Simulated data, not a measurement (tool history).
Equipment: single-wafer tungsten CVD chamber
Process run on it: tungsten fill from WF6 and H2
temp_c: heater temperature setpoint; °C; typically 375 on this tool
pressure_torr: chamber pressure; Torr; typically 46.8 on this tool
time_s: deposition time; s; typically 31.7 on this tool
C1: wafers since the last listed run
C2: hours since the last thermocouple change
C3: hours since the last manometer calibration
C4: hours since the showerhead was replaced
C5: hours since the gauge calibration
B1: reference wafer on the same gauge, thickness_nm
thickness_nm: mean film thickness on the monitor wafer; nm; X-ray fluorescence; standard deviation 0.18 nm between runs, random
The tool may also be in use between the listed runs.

run 1 day=0.000 | temp_c=375 pressure_torr=46.8 time_s=31.7 | C1=0 C2=2327.3 C3=2555.8 C4=4303.5 C5=319.4 | B1=70.672 | thickness_nm=69.505
run 2 day=2.058 | temp_c=375 pressure_torr=46.8 time_s=31.7 | C1=993 C2=2376.7 C3=2605.2 C4=4352.9 C5=368.8 | B1=70.645 | thickness_nm=69.066
run 3 day=4.104 | temp_c=375 pressure_torr=46.8 time_s=31.7 | C1=987 C2=2425.8 C3=2654.3 C4=4402.0 C5=417.9 | B1=70.647 | thickness_nm=68.906
run 4 day=12.733 | temp_c=375 pressure_torr=42.8 time_s=36.3 | C1=4164 C2=2632.9 C3=2861.4 C4=4609.1 C5=625.0 | B1=70.655 | thickness_nm=75.720
run 5 day=14.183 | temp_c=375 pressure_torr=46.8 time_s=31.7 | C1=699 C2=2667.7 C3=2896.2 C4=4643.9 C5=659.8 | B1=70.740 | thickness_nm=68.783
run 6 day=16.942 | temp_c=375 pressure_torr=46.8 time_s=31.7 | C1=1331 C2=2733.9 C3=2962.4 C4=4710.1 C5=726.0 | B1=70.723 | thickness_nm=68.948
-- day=17.662 gauge calibrated
run 7 day=19.004 | temp_c=372 pressure_torr=52.4 time_s=31.7 | C1=995 C2=2783.4 C3=3011.9 C4=4759.6 C5=32.2 | B1=70.733 | thickness_nm=68.239
run 8 day=20.571 | temp_c=375 pressure_torr=46.8 time_s=31.7 | C1=756 C2=2821.0 C3=3049.5 C4=4797.2 C5=69.8 | B1=70.685 | thickness_nm=68.859
run 9 day=23.529 | temp_c=375 pressure_torr=46.8 time_s=31.7 | C1=1427 C2=2892.0 C3=3120.5 C4=4868.2 C5=140.8 | B1=70.682 | thickness_nm=68.699
-- day=25.154 showerhead replaced
run 10 day=25.175 | temp_c=375 pressure_torr=46.8 time_s=31.7 | C1=633 C2=2931.5 C3=3160.0 C4=0.5 C5=180.3 | B1=70.777 | thickness_nm=68.820
-- day=26.071 capacitance manometer re-zeroed and calibrated
run 11 day=27.192 | temp_c=366 pressure_torr=50.9 time_s=31.7 | C1=812 C2=2979.9 C3=26.9 C4=48.9 C5=228.7 | B1=70.695 | thickness_nm=57.343
run 12 day=29.146 | temp_c=370 pressure_torr=57.1 time_s=31.7 | C1=943 C2=3026.8 C3=73.8 C4=95.8 C5=275.6 | B1=70.730 | thickness_nm=65.255
-- day=30.904 thermocouple changed; heater temperature recalibrated
run 13 day=30.925 | temp_c=371 pressure_torr=51.4 time_s=34.1 | C1=697 C2=0.5 C3=116.5 C4=138.5 C5=318.3 | B1=70.702 | thickness_nm=74.338
run 14 day=32.821 | temp_c=360 pressure_torr=46.8 time_s=31.7 | C1=914 C2=46.0 C3=162.0 C4=184.0 C5=363.8 | B1=70.710 | thickness_nm=53.330
run 15 day=34.138 | temp_c=375 pressure_torr=46.8 time_s=31.7 | C1=635 C2=77.6 C3=193.6 C4=215.6 C5=395.4 | B1=70.695 | thickness_nm=71.195
run 16 day=35.371 | temp_c=375 pressure_torr=46.8 time_s=31.7 | C1=595 C2=107.2 C3=223.2 C4=245.2 C5=425.0 | B1=70.691 | thickness_nm=70.974
run 17 day=36.733 | temp_c=383 pressure_torr=50.2 time_s=27.7 | C1=657 C2=139.9 C3=255.9 C4=277.9 C5=457.7 | B1=70.686 | thickness_nm=74.708
run 18 day=39.642 | temp_c=366 pressure_torr=52.1 time_s=27.0 | C1=1403 C2=209.7 C3=325.7 C4=347.7 C5=527.5 | B1=70.696 | thickness_nm=53.843

Here are 3 independent what-if runs from the current tool condition. What would each one return?
run A day=39.658 | temp_c=382 pressure_torr=46.8 time_s=31.7 | C1=8 C2=210.1 C3=326.1 C4=348.1 C5=527.9 | B1=? | thickness_nm=?
run B day=39.658 | temp_c=375 pressure_torr=42.7 time_s=37.5 | C1=8 C2=210.1 C3=326.1 C4=348.1 C5=527.9 | B1=? | thickness_nm=?
run C day=39.658 | temp_c=361 pressure_torr=52.2 time_s=34.9 | C1=8 C2=210.1 C3=326.1 C4=348.1 C5=527.9 | B1=? | thickness_nm=?

run=A B1=70.738 thickness_nm=81.257
run=B B1=70.738 thickness_nm=80.626
run=C B1=70.738 thickness_nm=62.879
With no hidden state in the tool, these same runs would have given:
run=A thickness_nm=81.567
run=B thickness_nm=80.947
run=C thickness_nm=63.152
